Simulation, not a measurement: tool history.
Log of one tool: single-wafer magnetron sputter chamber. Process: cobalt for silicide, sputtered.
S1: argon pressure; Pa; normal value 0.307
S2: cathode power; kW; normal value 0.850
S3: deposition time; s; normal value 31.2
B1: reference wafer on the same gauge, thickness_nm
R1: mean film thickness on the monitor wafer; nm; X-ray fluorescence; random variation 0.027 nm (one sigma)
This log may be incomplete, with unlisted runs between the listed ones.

Run 1, hour 0.0: usual settings but S3 34.8 s; B1 13.208. Result: R1 14.828 nm.
At hour 15.5: sputter target and shields replaced.
Run 2, hour 75.1: usual settings; B1 13.198. Result: R1 13.330 nm.
Run 3, hour 198.2: usual settings; B1 13.205. Result: R1 13.273 nm.
Run 4, hour 283.1: usual settings; B1 13.197. Result: R1 13.352 nm.
Run 5, hour 343.0: usual settings; B1 13.207. Result: R1 13.336 nm.
At hour 380.8: sputter target and shields replaced.
Run 6, hour 438.3: usual settings; B1 13.200. Result: R1 13.297 nm.
Run 7, hour 485.7: usual settings; B1 13.202. Result: R1 13.312 nm.
Run 8, hour 574.5: usual settings; B1 13.202. Result: R1 13.312 nm.
Run 9, hour 631.5: usual settings; B1 13.198. Result: R1 13.286 nm.
Run 10, hour 693.2: usual settings; B1 13.205. Result: R1 13.287 nm.
At hour 715.7: sputter target and shields replaced.
Run 11, hour 752.4: usual settings but S1 0.333 Pa; B1 13.201. Result: R1 13.231 nm.
At hour 822.8: capacitance manometer re-zeroed and calibrated.
Run 12, hour 830.2: usual settings but S1 0.214 Pa; B1 13.196. Result: R1 13.658 nm.
Run 13, hour 915.3: usual settings; B1 13.199. Result: R1 13.311 nm.
Run 14, hour 962.6: usual settings but S3 34.1 s; B1 13.199. Result: R1 14.502 nm.
At hour 998.3: sputter target and shields replaced.
Run 15, hour 1033.9: usual settings but S1 0.406 Pa, S2 0.750 kW; B1 13.199. Result: R1 11.392 nm.
At hour 1035.9: gauge calibrated.
At hour 1134.7: magnet pack replaced.
Run 16, hour 1135.2: usual settings but S1 0.370 Pa; B1 13.202. Result: R1 13.069 nm.
Run 17, hour 1178.5: usual settings but S1 0.408 Pa, S2 1.000 kW, S3 34.7 s; B1 13.192. Result: R1 16.918 nm.
Run 18, hour 1273.3: usual settings but S1 0.343 Pa, S3 36.1 s; B1 13.208. Result: R1 15.193 nm.
At hour 1342.3: sputter target and shields replaced.
Run 19, hour 1378.1: usual settings; B1 13.200. Result: R1 13.271 nm.
Run 20, hour 1436.8: usual settings but S1 0.193 Pa, S2 0.750 kW; B1 13.203. Result: R1 12.097 nm.
Run 21, hour 1527.7: usual settings but S2 0.700 kW; B1 13.198. Result: R1 10.973 nm.
Run 22, hour 1620.3: usual settings; B1 13.207. Result: R1 13.266 nm.

Forecast each of these 5 alternatives for the next run:
Run A, hour 1620.7: usual settings but S2 1.000 kW; B1 ?. Result: R1 ?.
Run B, hour 1620.7: usual settings but S1 0.202 Pa, S3 28.3 s; B1 ?. Result: R1 ?.
Run C, hour 1620.7: usual settings but S1 0.244 Pa, S2 0.650 kW, S3 36.3 s; B1 ?. Result: R1 ?.
Run D, hour 1620.7: usual settings but S1 0.267 Pa, S2 1.050 kW, S3 34.8 s; B1 ?. Result: R1 ?.
Run E, hour 1620.7: usual settings but S1 0.385 Pa, S2 0.700 kW; B1 ?. Result: R1 ?.

run      B1      R1
  A  13.194  15.659
  B  13.194  12.443
  C  13.194  12.058
  D  13.194  18.551
  E  13.194  10.720
Take away the tool's hidden state, keep each run's random variation, and the runs would have read:
run      R1
  A  15.659
  B  12.443
  C  12.058
  D  18.551
  E  10.720
